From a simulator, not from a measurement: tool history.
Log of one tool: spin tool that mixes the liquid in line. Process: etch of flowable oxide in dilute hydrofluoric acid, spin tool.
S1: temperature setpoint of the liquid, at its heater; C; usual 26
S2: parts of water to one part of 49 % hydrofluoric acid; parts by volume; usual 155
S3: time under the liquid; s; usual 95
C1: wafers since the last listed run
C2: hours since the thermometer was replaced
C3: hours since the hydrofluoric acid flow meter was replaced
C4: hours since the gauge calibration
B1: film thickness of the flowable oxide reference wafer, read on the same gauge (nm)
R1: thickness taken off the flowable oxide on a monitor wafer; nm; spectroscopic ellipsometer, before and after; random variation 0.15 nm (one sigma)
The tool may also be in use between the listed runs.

run 1 day=0 | S1=27.5 S2=155 S3=95 | C1=0 C2=634.6 C3=121.1 C4=524.6 | B1=130.01 | R1=36.6
run 2 day=2.008 | S1=26 S2=155 S3=95 | C1=310 C2=682.8 C3=169.3 C4=572.8 | B1=130.01 | R1=34.75
run 3 day=4.238 | S1=26 S2=155 S3=95 | C1=344 C2=736.3 C3=222.8 C4=626.3 | B1=130.01 | R1=34.6
run 4 day=5.8 | S1=26 S2=155 S3=95 | C1=241 C2=773.8 C3=260.3 C4=663.8 | B1=129.99 | R1=34.96
run 5 day=7.675 | S1=23 S2=155 S3=70 | C1=289 C2=818.8 C3=305.3 C4=708.8 | B1=130 | R1=22.83
run 6 day=10.458 | S1=23 S2=155 S3=70 | C1=429 C2=885.6 C3=372.1 C4=775.6 | B1=129.99 | R1=22.62
run 7 day=12.721 | S1=23 S2=155 S3=70 | C1=349 C2=939.9 C3=426.4 C4=829.9 | B1=130 | R1=22.78
run 8 day=14.108 | S1=24 S2=210 S3=95 | C1=214 C2=973.2 C3=459.7 C4=863.2 | B1=130 | R1=22.33
run 9 day=16.083 | S1=26 S2=155 S3=60 | C1=305 C2=1020.6 C3=507.1 C4=910.6 | B1=130 | R1=22.08
run 10 day=17.142 | S1=26 S2=155 S3=60 | C1=163 C2=1046 C3=532.5 C4=936 | B1=129.99 | R1=21.93
run 11 day=18.446 | S1=26 S2=155 S3=95 | C1=201 C2=1077.3 C3=563.8 C4=967.3 | B1=130 | R1=34.51
run 12 day=20.804 | S1=26 S2=155 S3=95 | C1=364 C2=1133.9 C3=620.4 C4=1023.9 | B1=130.01 | R1=34.6
run 13 day=22.333 | S1=26 S2=185 S3=95 | C1=236 C2=1170.6 C3=657.1 C4=1060.6 | B1=130 | R1=28.06
run 14 day=24.396 | S1=30 S2=130 S3=80 | C1=318 C2=1220.1 C3=706.6 C4=1110.1 | B1=130.01 | R1=41.57
run 15 day=26.321 | S1=26 S2=155 S3=95 | C1=297 C2=1266.3 C3=752.8 C4=1156.3 | B1=130.01 | R1=34.77
run 16 day=27.646 | S1=24 S2=155 S3=75 | C1=204 C2=1298.1 C3=784.6 C4=1188.1 | B1=130 | R1=25.29
run 17 day=29.554 | S1=26 S2=155 S3=95 | C1=294 C2=1343.9 C3=830.4 C4=1233.9 | B1=130.01 | R1=34.54
run 18 day=31.012 | S1=29.5 S2=155 S3=65 | C1=225 C2=1378.9 C3=865.4 C4=1268.9 | B1=130.01 | R1=26.82
-- day=31.958 hydrofluoric acid flow meter replaced
-- day=32.912 gauge calibrated
run 19 day=33.412 | S1=22 S2=225 S3=95 | C1=364 C2=1436.5 C3=34.9 C4=12 | B1=130.01 | R1=19.1
run 20 day=35.204 | S1=22.5 S2=155 S3=95 | C1=276 C2=1479.5 C3=77.9 C4=55 | B1=130 | R1=30.27
run 21 day=37.742 | S1=26 S2=200 S3=60 | C1=391 C2=1540.4 C3=138.8 C4=115.9 | B1=130.02 | R1=16.13
run 22 day=39.204 | S1=22.5 S2=155 S3=130 | C1=225 C2=1575.5 C3=173.9 C4=151 | B1=130 | R1=41.4
-- day=39.471 thermometer replaced
run 23 day=40.679 | S1=30 S2=105 S3=40 | C1=221 C2=29 C3=209.3 C4=186.4 | B1=130.01 | R1=26.64
run 24 day=43.279 | S1=26 S2=155 S3=95 | C1=401 C2=91.4 C3=271.7 C4=248.8 | B1=130 | R1=34.56
run 25 day=46.125 | S1=26 S2=155 S3=95 | C1=439 C2=159.7 C3=340 C4=317.1 | B1=129.99 | R1=34.61
run 26 day=47.742 | S1=21 S2=195 S3=145 | C1=249 C2=198.5 C3=378.8 C4=355.9 | B1=130 | R1=33.27
run 27 day=49.4 | S1=26 S2=75 S3=95 | C1=256 C2=238.3 C3=418.6 C4=395.7 | B1=130.01 | R1=78.95
run 28 day=51.104 | S1=26 S2=230 S3=140 | C1=263 C2=279.2 C3=459.5 C4=436.6 | B1=130 | R1=31.7
run 29 day=53.454 | S1=21 S2=80 S3=95 | C1=362 C2=335.6 C3=515.9 C4=493 | B1=130.02 | R1=60.2
run 30 day=55.121 | S1=26 S2=155 S3=95 | C1=257 C2=375.6 C3=555.9 C4=533 | B1=130.01 | R1=34.41
run 31 day=57.692 | S1=29.5 S2=100 S3=50 | C1=397 C2=437.3 C3=617.6 C4=594.7 | B1=129.98 | R1=34.76
run 32 day=66.142 | S1=26 S2=155 S3=95 | C1=1304 C2=640.1 C3=820.4 C4=797.5 | B1=130 | R1=34.83
run 33 day=68.479 | S1=26 S2=155 S3=95 | C1=360 C2=696.2 C3=876.5 C4=853.6 | B1=130.02 | R1=34.6
run 34 day=73.254 | S1=22 S2=155 S3=70 | C1=737 C2=810.8 C3=991.1 C4=968.2 | B1=129.99 | R1=21.99
-- day=73.738 hydrofluoric acid flow meter replaced
run 35 day=74.525 | S1=21 S2=210 S3=45 | C1=189 C2=841.3 C3=18.9 C4=998.7 | B1=130 | R1=9.45

Hidden state at the last listed run before each entry between runs and at the first one after, where it differs:
Between runs 18 and 19: hydrofluoric acid flow meter replaced (day 31.958); gauge calibrated (day 32.912)
  no hidden state differs between the two runs
Between runs 22 and 23: thermometer replaced (day 39.471)
  no hidden state differs between the two runs
Between runs 34 and 35: hydrofluoric acid flow meter replaced (day 73.738)
  no hidden state differs between the two runs
